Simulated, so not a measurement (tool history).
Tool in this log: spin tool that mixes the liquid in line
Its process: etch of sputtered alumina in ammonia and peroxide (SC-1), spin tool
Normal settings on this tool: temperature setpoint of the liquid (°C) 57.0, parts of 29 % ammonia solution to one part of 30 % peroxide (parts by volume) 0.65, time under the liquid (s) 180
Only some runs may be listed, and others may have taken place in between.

run	hour	temperature setpoint of the liquid (°C)	parts of 29 % ammonia solution to one part of 30 % peroxide (parts by volume)	time under the liquid (s)	wafers since the last listed run	hours since the thermometer was replaced	hours since the ammonia flow meter was replaced	hours since the heated supply line was repaired	hours since the drum of ammonia solution was connected	hours since the gauge calibration	read-back film thickness of the sputtered alumina reference wafer, read on the same gauge (nm)	thickness taken off the sputtered alumina on a monitor wafer (nm)
1	0.0	57.0	0.65	180	0	2429.4	23.6	85.5	298.2	958.8	110.02	13.99
2	84.9	48.0	0.55	180	833	2514.3	108.5	170.4	383.1	1043.7	110.00	8.46
3	344.4	57.0	0.55	220	2548	2773.8	368.0	429.9	642.6	1303.2	109.99	16.79
4	416.6	53.5	0.65	180	709	2846.0	440.2	502.1	714.8	1375.4	110.01	11.61
5	504.3	59.5	0.65	180	861	2933.7	527.9	589.8	802.5	1463.1	109.99	15.91
# hour 508.3: new drum of ammonia solution connected
# hour 566.8: thermometer replaced
6	567.3	48.0	0.75	180	599	0.5	590.9	652.8	59.0	1526.1	109.98	8.25
# hour 641.8: gauge calibrated
7	656.7	57.0	0.65	180	878	89.9	680.3	742.2	148.4	14.9	110.01	13.29
8	702.0	65.5	0.75	90	444	135.2	725.6	787.5	193.7	60.2	110.03	10.44
# hour 740.8: ammonia flow meter replaced
9	756.6	52.0	0.65	180	526	189.8	15.8	842.1	248.3	114.8	109.99	10.23
10	837.6	60.0	0.50	250	795	270.8	96.8	923.1	329.3	195.8	109.96	21.12
11	897.5	65.0	0.50	100	588	330.7	156.7	983.0	389.2	255.7	110.04	10.94
12	939.6	57.0	0.65	180	413	372.8	198.8	1025.1	431.3	297.8	110.01	13.32
13	1033.1	57.0	0.65	95	918	466.3	292.3	1118.6	524.8	391.3	109.99	7.06
# hour 1229.0: new drum of ammonia solution connected
14	1234.3	65.0	0.40	85	1966	667.5	493.5	1319.8	5.3	592.5	109.98	9.14
15	1286.4	57.0	0.65	180	511	719.6	545.6	1371.9	57.4	644.6	110.01	13.47
16	1373.3	57.0	0.50	180	853	806.5	632.5	1458.8	144.3	731.5	109.99	13.25
17	1420.1	48.0	0.65	180	459	853.3	679.3	1505.6	191.1	778.3	110.02	8.33
18	1462.5	57.0	0.65	180	416	895.7	721.7	1548.0	233.5	820.7	110.02	13.51
19	1522.4	57.0	0.65	180	588	955.6	781.6	1607.9	293.4	880.6	110.00	13.54
# hour 1523.7: ammonia flow meter replaced
20	1799.9	61.0	0.65	250	2715	1233.1	276.2	1885.4	570.9	1158.1	109.98	23.24
21	1904.4	57.0	0.65	180	1026	1337.6	380.7	1989.9	675.4	1262.6	110.01	13.63
22	1984.9	64.5	0.65	180	790	1418.1	461.2	2070.4	755.9	1343.1	109.99	20.05
# hour 2062.7: new drum of ammonia solution connected
23	2092.8	57.0	0.65	180	1049	1526.0	569.1	2178.3	30.1	1451.0	110.01	13.63

Below are 5 alternative next runs, each starting from the tool's condition after run 23. Predict each:
A	2093.3	57.0	0.65	180	4	1526.5	569.6	2178.8	30.6	1451.5	?	?
B	2093.3	47.5	0.65	85	4	1526.5	569.6	2178.8	30.6	1451.5	?	?
C	2093.3	66.5	0.80	220	4	1526.5	569.6	2178.8	30.6	1451.5	?	?
D	2093.3	51.0	0.65	180	4	1526.5	569.6	2178.8	30.6	1451.5	?	?
E	2093.3	53.5	0.55	75	4	1526.5	569.6	2178.8	30.6	1451.5	?	?

run	read-back film thickness of the sputtered alumina reference wafer, read on the same gauge (nm)	thickness taken off the sputtered alumina on a monitor wafer (nm)
A	109.98	13.52
B	109.98	3.82
C	109.98	27.23
D	109.98	9.82
E	109.98	4.61
Stripped of hidden state, with their random variation kept, the same runs would have yielded:
run	thickness taken off the sputtered alumina on a monitor wafer (nm)
A	13.09
B	3.69
C	26.42
D	9.49
E	4.46
